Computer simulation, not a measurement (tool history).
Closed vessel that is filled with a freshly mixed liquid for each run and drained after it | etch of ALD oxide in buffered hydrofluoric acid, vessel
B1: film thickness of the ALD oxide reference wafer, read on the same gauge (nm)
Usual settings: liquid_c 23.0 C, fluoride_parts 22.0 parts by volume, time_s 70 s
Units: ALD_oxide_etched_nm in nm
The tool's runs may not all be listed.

{"run": 1, "hour": 0.0, "liquid_c": 23.0, "fluoride_parts": 22.0, "time_s": 70, "B1": 109.98, "ALD_oxide_etched_nm": 44.57}
{"hour": 9.7, "done": "gauge calibrated"}
{"run": 2, "hour": 46.7, "liquid_c": 23.0, "fluoride_parts": 22.0, "time_s": 70, "B1": 110.0, "ALD_oxide_etched_nm": 44.19}
{"run": 3, "hour": 86.5, "liquid_c": 23.0, "fluoride_parts": 22.0, "time_s": 70, "B1": 110.0, "ALD_oxide_etched_nm": 44.9}
{"run": 4, "hour": 153.7, "liquid_c": 23.0, "fluoride_parts": 26.0, "time_s": 70, "B1": 109.95, "ALD_oxide_etched_nm": 39.89}
{"run": 5, "hour": 190.1, "liquid_c": 23.0, "fluoride_parts": 26.0, "time_s": 70, "B1": 109.98, "ALD_oxide_etched_nm": 39.94}
{"run": 6, "hour": 270.2, "liquid_c": 23.0, "fluoride_parts": 22.0, "time_s": 70, "B1": 109.99, "ALD_oxide_etched_nm": 45.03}
{"run": 7, "hour": 352.8, "liquid_c": 23.0, "fluoride_parts": 22.0, "time_s": 70, "B1": 110.01, "ALD_oxide_etched_nm": 45.23}
{"run": 8, "hour": 432.1, "liquid_c": 25.0, "fluoride_parts": 22.0, "time_s": 95, "B1": 109.98, "ALD_oxide_etched_nm": 67.97}
{"run": 9, "hour": 494.4, "liquid_c": 23.0, "fluoride_parts": 22.0, "time_s": 70, "B1": 110.03, "ALD_oxide_etched_nm": 45.89}
{"hour": 527.8, "done": "hydrofluoric acid flow meter replaced"}
{"run": 10, "hour": 554.5, "liquid_c": 23.0, "fluoride_parts": 22.0, "time_s": 70, "B1": 109.98, "ALD_oxide_etched_nm": 45.88}
{"hour": 622.6, "done": "gauge calibrated"}
{"run": 11, "hour": 660.4, "liquid_c": 27.0, "fluoride_parts": 27.0, "time_s": 70, "B1": 109.99, "ALD_oxide_etched_nm": 49.84}
{"hour": 674.9, "done": "thermometer replaced"}
{"run": 12, "hour": 717.1, "liquid_c": 18.5, "fluoride_parts": 16.0, "time_s": 85, "B1": 110.01, "ALD_oxide_etched_nm": 52.74}
{"run": 13, "hour": 773.6, "liquid_c": 18.0, "fluoride_parts": 27.5, "time_s": 70, "B1": 109.98, "ALD_oxide_etched_nm": 27.36}
{"run": 14, "hour": 874.1, "liquid_c": 23.0, "fluoride_parts": 25.5, "time_s": 35, "B1": 110.01, "ALD_oxide_etched_nm": 18.92}

Forecast each of these 4 alternatives for the next run:
{"run": "A", "hour": 874.8, "liquid_c": 23.0, "fluoride_parts": 22.0, "time_s": 70, "B1": "?", "ALD_oxide_etched_nm": "?"}
{"run": "B", "hour": 874.8, "liquid_c": 26.0, "fluoride_parts": 14.5, "time_s": 40, "B1": "?", "ALD_oxide_etched_nm": "?"}
{"run": "C", "hour": 874.8, "liquid_c": 25.0, "fluoride_parts": 22.0, "time_s": 70, "B1": "?", "ALD_oxide_etched_nm": "?"}
{"run": "D", "hour": 874.8, "liquid_c": 20.0, "fluoride_parts": 22.0, "time_s": 40, "B1": "?", "ALD_oxide_etched_nm": "?"}

run=A B1=110.02 ALD_oxide_etched_nm=41.77
run=B B1=110.02 ALD_oxide_etched_nm=41.18
run=C B1=110.02 ALD_oxide_etched_nm=46.60
run=D B1=110.02 ALD_oxide_etched_nm=20.20
Without the tool's hidden state the same runs would have given:
run=A ALD_oxide_etched_nm=41.20
run=B ALD_oxide_etched_nm=40.63
run=C ALD_oxide_etched_nm=45.97
run=D ALD_oxide_etched_nm=19.92

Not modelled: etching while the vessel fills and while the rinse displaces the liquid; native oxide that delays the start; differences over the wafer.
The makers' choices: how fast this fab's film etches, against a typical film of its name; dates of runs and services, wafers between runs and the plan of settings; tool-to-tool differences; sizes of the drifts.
